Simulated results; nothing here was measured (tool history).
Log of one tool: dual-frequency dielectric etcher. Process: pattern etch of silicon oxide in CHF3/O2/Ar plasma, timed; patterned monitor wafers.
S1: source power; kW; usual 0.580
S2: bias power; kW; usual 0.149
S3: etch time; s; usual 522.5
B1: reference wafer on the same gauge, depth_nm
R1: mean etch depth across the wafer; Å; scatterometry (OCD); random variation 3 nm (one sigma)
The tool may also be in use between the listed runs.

| run | hour | S1 | S2 | S3 | B1 | R1 |
|---|---|---|---|---|---|---|
| 1 | 0.0 | 0.630 | 0.169 | 522.5 | 1099.6 | 9884 |
| 2 | 9.0 | 0.630 | 0.169 | 522.5 | 1099.3 | 9893 |
| 3 | 24.4 | 0.580 | 0.136 | 522.5 | 1098.5 | 9140 |
| 4 | 32.4 | 0.580 | 0.136 | 522.5 | 1099.2 | 9116 |
| 5 | 39.0 | 0.580 | 0.149 | 629.0 | 1099.3 | 11292 |
| 6 | 49.4 | 0.580 | 0.149 | 522.5 | 1100.2 | 9351 |
| 7 | 64.6 | 0.580 | 0.149 | 522.5 | 1098.5 | 9340 |
| 8 | 74.4 | 0.580 | 0.149 | 522.5 | 1098.8 | 9329 |
| 9 | 90.0 | 0.580 | 0.149 | 522.5 | 1099.4 | 9354 |
| 10 | 104.5 | 0.580 | 0.157 | 522.5 | 1098.8 | 9492 |
| 11 | 116.2 | 0.580 | 0.157 | 522.5 | 1099.4 | 9492 |
|  | 126.1 | bias power generator calibrated |
|  | 145.5 | upper electrode replaced |
|  | 168.7 | wet clean of the chamber |
| 12 | 169.2 | 0.580 | 0.161 | 522.5 | 1099.4 | 9547 |
| 13 | 169.7 | 0.580 | 0.161 | 522.5 | 1098.9 | 9570 |
| 14 | 170.1 | 0.580 | 0.149 | 522.5 | 1099.6 | 9391 |
| 15 | 174.5 | 0.580 | 0.149 | 398.5 | 1098.7 | 7128 |
| 16 | 191.0 | 0.640 | 0.173 | 574.5 | 1097.7 | 11055 |
| 17 | 203.5 | 0.580 | 0.129 | 522.5 | 1100.0 | 8999 |
| 18 | 214.9 | 0.580 | 0.149 | 597.5 | 1099.2 | 10676 |
|  | 225.4 | source power generator calibrated |
| 19 | 225.9 | 0.450 | 0.149 | 522.5 | 1099.9 | 8752 |
| 20 | 230.2 | 0.630 | 0.149 | 522.5 | 1098.7 | 9559 |
| 21 | 245.7 | 0.580 | 0.149 | 522.5 | 1098.5 | 9318 |
|  | 250.2 | gauge calibrated |
| 22 | 260.1 | 0.580 | 0.149 | 522.5 | 1098.6 | 9347 |
| 23 | 268.1 | 0.530 | 0.116 | 659.5 | 1099.0 | 10790 |
| 24 | 278.4 | 0.580 | 0.149 | 522.5 | 1099.7 | 9278 |
| 25 | 292.1 | 0.580 | 0.118 | 646.0 | 1099.5 | 10808 |
| 26 | 301.1 | 0.660 | 0.166 | 672.5 | 1099.7 | 12951 |
| 27 | 316.4 | 0.680 | 0.115 | 419.0 | 1099.1 | 7247 |
| 28 | 323.4 | 0.700 | 0.179 | 408.0 | 1098.4 | 8184 |
| 29 | 341.1 | 0.580 | 0.149 | 522.5 | 1099.6 | 9378 |

Forecast each of these 5 alternatives for the next run:
| A | 341.7 | 0.580 | 0.149 | 522.5 | ? | ? |
| B | 341.7 | 0.580 | 0.149 | 376.0 | ? | ? |
| C | 341.7 | 0.580 | 0.160 | 415.5 | ? | ? |
| D | 341.7 | 0.640 | 0.132 | 522.5 | ? | ? |
| E | 341.7 | 0.580 | 0.128 | 605.0 | ? | ? |

| run | B1 | R1 |
|---|---|---|
| A | 1099.0 | 9381 |
| B | 1099.0 | 6750 |
| C | 1099.0 | 7622 |
| D | 1099.0 | 9300 |
| E | 1099.0 | 10389 |
Without the tool's hidden state the same runs would have given:
| run | R1 |
|---|---|
| A | 9381 |
| B | 6750 |
| C | 7622 |
| D | 9300 |
| E | 10389 |
